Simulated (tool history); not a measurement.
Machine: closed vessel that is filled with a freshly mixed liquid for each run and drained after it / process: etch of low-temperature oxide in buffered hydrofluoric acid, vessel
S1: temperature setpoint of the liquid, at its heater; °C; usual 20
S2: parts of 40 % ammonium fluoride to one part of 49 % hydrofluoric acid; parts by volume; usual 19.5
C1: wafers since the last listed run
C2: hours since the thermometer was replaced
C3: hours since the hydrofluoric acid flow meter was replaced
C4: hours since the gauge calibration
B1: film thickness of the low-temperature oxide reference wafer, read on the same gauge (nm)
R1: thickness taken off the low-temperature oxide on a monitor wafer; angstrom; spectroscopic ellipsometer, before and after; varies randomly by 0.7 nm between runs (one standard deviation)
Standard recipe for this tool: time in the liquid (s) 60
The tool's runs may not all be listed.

{"run": 1, "hour": 0.0, "S1": 18.5, "S2": 19.5, "time in the liquid (s)": 60, "C1": 0, "C2": 2013.1, "C3": 1209.5, "C4": 157.9, "B1": 50.03, "R1": 808.9}
{"run": 2, "hour": 62.8, "S1": 20, "S2": 19.5, "time in the liquid (s)": 60, "C1": 4532, "C2": 2075.9, "C3": 1272.3, "C4": 220.7, "B1": 50, "R1": 883}
{"run": 3, "hour": 99.7, "S1": 20, "S2": 19.5, "time in the liquid (s)": 60, "C1": 2663, "C2": 2112.8, "C3": 1309.2, "C4": 257.6, "B1": 49.99, "R1": 898.1}
{"run": 4, "hour": 148.3, "S1": 20, "S2": 19.5, "time in the liquid (s)": 60, "C1": 3507, "C2": 2161.4, "C3": 1357.8, "C4": 306.2, "B1": 49.99, "R1": 870.3}
{"run": 5, "hour": 213.6, "S1": 20, "S2": 19.5, "time in the liquid (s)": 60, "C1": 4713, "C2": 2226.7, "C3": 1423.1, "C4": 371.5, "B1": 50.03, "R1": 886.3}
{"run": 6, "hour": 249.6, "S1": 20, "S2": 24.5, "time in the liquid (s)": 35, "C1": 2598, "C2": 2262.7, "C3": 1459.1, "C4": 407.5, "B1": 50.01, "R1": 421.5}
{"run": 7, "hour": 316.1, "S1": 20, "S2": 24.5, "time in the liquid (s)": 35, "C1": 4799, "C2": 2329.2, "C3": 1525.6, "C4": 474, "B1": 49.98, "R1": 424.5}
{"run": 8, "hour": 379.7, "S1": 20, "S2": 19.5, "time in the liquid (s)": 85, "C1": 4590, "C2": 2392.8, "C3": 1589.2, "C4": 537.6, "B1": 50, "R1": 1242.3}
{"run": 9, "hour": 435.0, "S1": 20, "S2": 19.5, "time in the liquid (s)": 60, "C1": 3991, "C2": 2448.1, "C3": 1644.5, "C4": 592.9, "B1": 49.99, "R1": 884.5}
{"run": 10, "hour": 466.7, "S1": 20, "S2": 19.5, "time in the liquid (s)": 60, "C1": 2288, "C2": 2479.8, "C3": 1676.2, "C4": 624.6, "B1": 50.03, "R1": 869.7}
{"run": 11, "hour": 510.5, "S1": 20, "S2": 25, "time in the liquid (s)": 40, "C1": 3161, "C2": 2523.6, "C3": 1720, "C4": 668.4, "B1": 50, "R1": 465.9}
{"hour": 537.1, "done": "gauge calibrated"}
{"run": 12, "hour": 574.4, "S1": 20, "S2": 12.5, "time in the liquid (s)": 30, "C1": 4612, "C2": 2587.5, "C3": 1783.9, "C4": 37.3, "B1": 49.99, "R1": 697.6}
{"hour": 600.2, "done": "thermometer replaced"}
{"run": 13, "hour": 605.4, "S1": 17, "S2": 26, "time in the liquid (s)": 60, "C1": 2165, "C2": 5.2, "C3": 1814.9, "C4": 68.3, "B1": 50.02, "R1": 652.9}
{"run": 14, "hour": 637.5, "S1": 17, "S2": 19.5, "time in the liquid (s)": 40, "C1": 2316, "C2": 37.3, "C3": 1847, "C4": 100.4, "B1": 49.97, "R1": 559}
{"hour": 684.0, "done": "hydrofluoric acid flow meter replaced"}
{"run": 15, "hour": 689.2, "S1": 22, "S2": 15, "time in the liquid (s)": 85, "C1": 3659, "C2": 89, "C3": 5.2, "C4": 152.1, "B1": 50.01, "R1": 1783.6}
{"run": 16, "hour": 751.7, "S1": 18.5, "S2": 19.5, "time in the liquid (s)": 80, "C1": 4511, "C2": 151.5, "C3": 67.7, "C4": 214.6, "B1": 49.96, "R1": 1069.7}
{"run": 17, "hour": 822.0, "S1": 17, "S2": 17, "time in the liquid (s)": 70, "C1": 5074, "C2": 221.8, "C3": 138, "C4": 284.9, "B1": 49.98, "R1": 995.7}
{"run": 18, "hour": 851.5, "S1": 20, "S2": 19.5, "time in the liquid (s)": 60, "C1": 2129, "C2": 251.3, "C3": 167.5, "C4": 314.4, "B1": 50, "R1": 879.2}
{"run": 19, "hour": 914.9, "S1": 20, "S2": 19.5, "time in the liquid (s)": 60, "C1": 4576, "C2": 314.7, "C3": 230.9, "C4": 377.8, "B1": 50, "R1": 886.2}
{"run": 20, "hour": 979.7, "S1": 18.5, "S2": 13, "time in the liquid (s)": 60, "C1": 4677, "C2": 379.5, "C3": 295.7, "C4": 442.6, "B1": 50, "R1": 1206.6}

Alternative continuations, all from the tool just after run 20; predict every row:
{"run": "A", "hour": 980.4, "S1": 17, "S2": 19.5, "time in the liquid (s)": 60, "C1": 50, "C2": 380.2, "C3": 296.4, "C4": 443.3, "B1": "?", "R1": "?"}
{"run": "B", "hour": 980.4, "S1": 17.5, "S2": 19.5, "time in the liquid (s)": 75, "C1": 50, "C2": 380.2, "C3": 296.4, "C4": 443.3, "B1": "?", "R1": "?"}
{"run": "C", "hour": 980.4, "S1": 17.5, "S2": 22.5, "time in the liquid (s)": 95, "C1": 50, "C2": 380.2, "C3": 296.4, "C4": 443.3, "B1": "?", "R1": "?"}

run=A B1=50 R1=743.3
run=B B1=50 R1=956.2
run=C B1=50 R1=1080.7
Had the tool no hidden state, the same runs would have come out as:
run=A R1=749.4
run=B R1=964
run=C R1=1097.7
